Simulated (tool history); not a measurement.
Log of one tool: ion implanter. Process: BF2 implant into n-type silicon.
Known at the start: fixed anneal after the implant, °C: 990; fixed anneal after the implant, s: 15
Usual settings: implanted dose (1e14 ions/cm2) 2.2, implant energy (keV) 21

run	day	implanted dose (1e14 ions/cm2)	implant energy (keV)	wafers since the last listed run	hours since the last dose calibration	hours since the extraction supply was calibrated	hours since the gauge calibration	read-back reference wafer on the same gauge, sheet resistance	sheet resistance of the implanted and annealed layer (ohm/square)
1	0	2.2	21	0	1463.5	4085.5	109.3	399.17	444.64
2	0.483	2.2	21	152	1475.1	4097.1	120.9	399.02	443.14
3	1.088	2.2	21	190	1489.6	4111.6	135.4	398.59	445.58
4	1.792	2.2	21	222	1506.5	4128.5	152.3	398.66	443.46
5	2.179	2.2	16	122	1515.8	4137.8	161.6	399.34	456.43
6	2.9	2.2	16	227	1533.1	4155.1	178.9	399.13	455.94
7	3.629	2.2	16	230	1550.6	4172.6	196.4	399.07	454.46
# day 4.429: Faraday cup replaced and dose calibrated
8	4.45	2.65	21	153	0.5	4192.3	216.1	398.87	397.98
9	4.608	2.65	21	50	4.3	4196.1	219.9	399.06	398.4
# day 5.312: extraction supply calibrated
10	5.333	2.65	21	123	21.7	0.5	237.3	399.03	398.43
11	5.346	2.2	21	3	22	0.8	237.6	398.93	465.08
12	5.712	2.2	21	115	30.8	9.6	246.4	398.83	465.96
# day 6.025: gauge calibrated
13	6.433	2.65	14	227	48.1	26.9	9.8	399.17	421.55
14	7.096	2.2	21	209	64	42.8	25.7	398.84	465.61
15	7.662	2.2	21	178	77.6	56.4	39.3	399.12	465.63
16	8.183	2.2	28	164	90.1	68.9	51.8	398.83	458.23
17	8.517	2.2	28	105	98.1	76.9	59.8	398.83	456.36
18	8.988	2.81	16	148	109.4	88.2	71.1	399.12	392.13
19	9.308	2.2	21	101	117.1	95.9	78.8	399.22	466.81
20	9.746	1.98	27	138	127.6	106.4	89.3	399.19	499.62
21	10.15	1.96	25.5	127	137.3	116.1	99	399.11	506.08
22	10.542	2.64	16	123	146.7	125.5	108.4	399.22	412.38
23	10.921	1.83	18.5	119	155.8	134.6	117.5	398.9	555.99
24	11.5	2.03	26.5	182	169.7	148.5	131.4	398.78	491.18

What if the next run were any one of these 5? Each begins from the tool's condition after run 24:
A	11.517	2.82	21	5	170.1	148.9	131.8	?	?
B	11.517	2.2	19	5	170.1	148.9	131.8	?	?
C	11.517	1.82	26	5	170.1	148.9	131.8	?	?
D	11.517	2.4	26.5	5	170.1	148.9	131.8	?	?
E	11.517	2.76	21	5	170.1	148.9	131.8	?	?

run	read-back reference wafer on the same gauge, sheet resistance	sheet resistance of the implanted and annealed layer (ohm/square)
A	398.77	379.18
B	398.77	470.91
C	398.77	538.65
D	398.77	426.76
E	398.77	385.88
With no hidden state in the tool, these same runs would have given:
run	sheet resistance of the implanted and annealed layer (ohm/square)
A	378.41
B	469.91
C	537.53
D	425.88
E	385.09
